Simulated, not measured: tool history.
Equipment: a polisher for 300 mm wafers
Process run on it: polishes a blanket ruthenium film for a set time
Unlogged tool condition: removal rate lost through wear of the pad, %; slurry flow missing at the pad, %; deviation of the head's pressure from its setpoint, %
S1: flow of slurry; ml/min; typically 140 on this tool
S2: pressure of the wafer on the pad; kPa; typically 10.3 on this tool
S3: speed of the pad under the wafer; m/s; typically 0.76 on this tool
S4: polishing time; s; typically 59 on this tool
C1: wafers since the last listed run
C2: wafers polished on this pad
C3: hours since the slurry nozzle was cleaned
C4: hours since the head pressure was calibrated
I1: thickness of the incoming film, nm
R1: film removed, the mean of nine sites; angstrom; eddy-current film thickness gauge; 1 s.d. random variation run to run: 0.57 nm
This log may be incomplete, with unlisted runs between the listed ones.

run     day   S1    S2    S3  S4   C1    C2     C3     C4     I1   R1
  1   0.000  120  10.3  0.76  63    0     5  519.0  461.8  358.8  404
  2   0.867  155  10.3  0.76  59  228   234  539.8  482.6  358.3  382
  3   1.483  155  10.3  0.76  59  162   396  554.6  497.4  357.9  386
  4   2.717  140  10.3  0.76  51  325   722  584.2  527.0  360.9  328
      2.871  -- slurry nozzle cleaned
  5   3.608  140  10.3  0.76  51  224   946   17.7  548.4  357.1  321
  6   4.946  140  10.3  0.76  51  352  1299   49.8  580.5  357.4  325
  7   5.958  140  10.3  0.76  43  267  1566   74.1  604.8  362.0  255
  8   7.221  140  10.3  0.76  43  333  1899  104.4  635.1  358.9  258
  9   8.067  140  10.3  0.76  43  223  2122  124.7  655.4  359.2  251
      8.938  -- worn pad replaced by a new one
 10   9.321  140  13.1  0.76  59  286   101  154.8  685.5  361.0  477
 11  10.262  140  13.1  0.76  59  248   349  177.4  708.1  360.0  484
 12  13.842  140  13.1  0.76  59  944  1294  263.3  794.0  360.8  453
 13  15.200  125  10.3  0.76  67  358  1652  295.9  826.6  360.8  391
 14  15.888  140  10.3  0.76  59  181  1833  312.4  843.1  356.7  351
 15  16.875  140  10.3  0.76  59  260  2094  336.1  866.8  359.1  348
     17.550  -- worn pad replaced by a new one
 16  17.571  140  10.3  0.76  59  139     5  352.8  883.5  363.0  385
 17  18.775  140  12.4  0.76  59  317   323  381.7  912.4  366.1  461
 18  19.812  140  10.3  0.76  59  273   596  406.6  937.3  359.7  382

Run 19, settings as shown, results not yet in. Your forecast:
 19  21.175  160  9.7  1.00  78  359  956  439.3  970.0  358.5   ?

{"run 19": {"R1": 605}}
Without the tool's hidden state the same run would have given R1 642 angstrom.
